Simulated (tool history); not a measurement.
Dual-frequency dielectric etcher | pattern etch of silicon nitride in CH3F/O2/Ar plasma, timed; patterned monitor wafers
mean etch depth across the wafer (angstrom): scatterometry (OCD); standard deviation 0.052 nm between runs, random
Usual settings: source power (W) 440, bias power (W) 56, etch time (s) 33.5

run,day,source power (W),bias power (W),etch time (s),wafers since the last listed run,hours since the last wet clean,hours since the last source power generator calibration,hours since the last bias power generator calibration,hours since the last upper electrode change,hours since the gauge calibration,"read-back reference wafer on the same gauge, depth_nm",mean etch depth across the wafer (angstrom)
1,0,440,56,33.5,0,275.9,3493.6,4509.5,1933.1,53.5,20.8,243.3
2,0.717,440,56,33.5,181,293.1,3510.8,4526.7,1950.3,70.7,20.8,244.5
# day 3.121: wet clean of the chamber
3,3.142,440,56,33.5,361,0.5,3569,4584.9,2008.5,128.9,20.81,236.3
4,3.154,440,56,33.5,3,0.8,3569.3,4585.2,2008.8,129.2,20.81,236.8
5,3.196,440,56,33.5,10,1.8,3570.3,4586.2,2009.8,130.2,20.81,236.9
# day 3.308: gauge calibrated
6,3.821,440,56,33.5,158,16.8,3585.3,4601.2,2024.8,12.3,20.79,236
7,4.512,440,56,33.5,175,33.4,3601.9,4617.8,2041.4,28.9,20.81,236.3
8,4.992,440,56,33.5,121,44.9,3613.4,4629.3,2052.9,40.4,20.81,237.2
# day 5.55: source power generator calibrated
# day 5.658: bias power generator calibrated
# day 6.229: upper electrode replaced
9,6.25,440,56,33.5,105,75.1,16.8,14.2,0.5,70.6,20.8,238.7
10,6.262,440,56,33.5,3,75.4,17.1,14.5,0.8,70.9,20.79,237.9
11,6.275,440,67,26,3,75.7,17.4,14.8,1.1,71.2,20.8,196.5
12,6.738,360,48,39,117,86.8,28.5,25.9,12.2,82.3,20.8,235.5
13,7.433,440,56,33.5,176,103.5,45.2,42.6,28.9,99,20.79,239.3
14,8.138,440,68,24,178,120.4,62.1,59.5,45.8,115.9,20.81,181.5
15,8.546,440,42,33.5,103,130.2,71.9,69.3,55.6,125.7,20.8,219.1

The next listed run, before its measurement:
# day 8.579: gauge calibrated
16,8.979,370,50,33.5,110,140.6,82.3,79.7,66,9.6,?,?

{"run 16": {"read-back reference wafer on the same gauge, depth_nm": 20.8, "mean etch depth across the wafer (angstrom)": 209}}
On a tool with no hidden condition, and with the same random variation, this run would have come out at mean etch depth across the wafer (angstrom) 207.9.
